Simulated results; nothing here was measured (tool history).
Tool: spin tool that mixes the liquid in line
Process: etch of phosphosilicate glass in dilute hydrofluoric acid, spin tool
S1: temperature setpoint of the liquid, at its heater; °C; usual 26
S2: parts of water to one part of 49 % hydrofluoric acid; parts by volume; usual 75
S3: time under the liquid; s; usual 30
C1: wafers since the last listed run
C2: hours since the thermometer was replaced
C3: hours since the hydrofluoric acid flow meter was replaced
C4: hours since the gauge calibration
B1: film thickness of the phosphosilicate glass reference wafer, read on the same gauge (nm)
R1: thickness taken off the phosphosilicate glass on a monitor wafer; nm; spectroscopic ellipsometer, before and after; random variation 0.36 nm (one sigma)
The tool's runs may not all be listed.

run    hour    S1   S2  S3    C1      C2     C3      C4     B1      R1
  1       0    26   75  45     0   578.7  258.1   364.6     70   95.64
  2    86.6    26   75  45  1453   665.3  344.7   451.2     70   95.32
  3   156.9    26   75  45  1180   735.6    415   521.5  69.98   95.21
  4   211.5    26   55  30   916   790.2  469.6   576.1  69.99   88.41
  5   295.4    26   75  30  1408   874.1  553.5     660  70.02   61.71
  6   376.3    26   75  30  1357     955  634.4   740.9  69.99   60.95
      386.1  -- hydrofluoric acid flow meter replaced
  7   418.5    26   75  30   691   997.2   32.4   783.1  70.02   64.46
  8   506.7    26  100  30  1480  1085.4  120.6   871.3  69.98   46.37
  9   571.4    26  100  30  1086  1150.1  185.3     936     70   45.34
 10   637.7    26   75  30  1112  1216.4  251.6  1002.3  70.01   62.55
 11   699.4    26   75  30  1035  1278.1  313.3    1064  69.99   62.62
 12     770    26   75  30  1185  1348.7  383.9  1134.6  69.98   61.59
 13   813.6    26   75  30   731  1392.3  427.5  1178.2  69.98   61.48
 14   898.6    26   75  30  1426  1477.3  512.5  1263.2  69.99   60.88
      910.7  -- thermometer replaced
 15   969.2    26   75  15  1168    58.5  583.1  1333.8  70.02   31.59
     1015.6  -- hydrofluoric acid flow meter replaced
 16    1061  22.5   75  45  1524   150.3   45.4  1425.6  69.99   86.05
 17  1107.3    24   60  15   777   196.6   91.7  1471.9  69.99   39.09
 18  1190.6    26  100  25  1398   279.9    175  1555.2  69.98   39.32
 19  1241.9    31   75  30   861   331.2  226.3  1606.5  69.99   78.71
       1252  -- gauge calibrated
 20  1323.6    28   55  40  1371   412.9    308    71.6  69.98  129.57
 21  1432.9    26   60  30  1834   522.2  417.3   180.9  69.98   80.23
 22  1470.1    26   75  30   624   559.4  454.5   218.1  69.99   62.85
 23  1552.2  24.5   40  45  1378   641.5  536.6   300.2     70  173.85
     1640.8  -- hydrofluoric acid flow meter replaced
 24  1716.5    31   90  40  2741   805.8   75.7   464.5     70   85.55
 25  1798.9    24   90  40  1383   888.2  158.1   546.9     70   65.22
 26  1850.1    28   55  40   859   939.4  209.3   598.1     70   128.8
 27  1890.8  28.5   75  30   683   980.1    250   638.8     70   70.27
 28  1964.6    26   75  30  1238  1053.9  323.8   712.6  69.99   62.72
 29  2063.9    24   90  40  1666  1153.2  423.1   811.9  70.02   62.28
 30  2148.1  22.5   75  30  1413  1237.4  507.3   896.1  69.99    53.4
 31  2220.9    30   50  15  1221  1310.2  580.1   968.9  69.99    55.7
 32  2313.6    26   75  30  1556  1402.9  672.8  1061.6  70.01   60.33
 33  2379.1    26   75  30  1099  1468.4  738.3  1127.1     70   59.69

Hidden state or all else? Some run-to-run changes of R1, split into what the settings, what came in and random variation would give without the hidden state, and what is left for the hidden state (with any gauge scatter that isn't in both results):
The hidden state here: liquid colder than its thermometer reads (K); hydrofluoric acid flow below the setpoint (%); gauge reads high (%).
Run 14 -> 15: S3 30 -> 15, thermometer replaced. R1 -29.29 nm: hidden state +4.92, all else -34.21.
Run 22 -> 23: S1 26 -> 24.5, S2 75 -> 40, S3 30 -> 45. R1 +111 nm: hidden state -9.87, all else +120.87.
Run 23 -> 24: S1 24.5 -> 31, S2 40 -> 90, S3 45 -> 40, hydrofluoric acid flow meter replaced. R1 -88.3 nm: hidden state +10.9, all else -99.2.
Run 25 -> 26: S1 24 -> 28, S2 90 -> 55. R1 +63.58 nm: hidden state -4.18, all else +67.76.
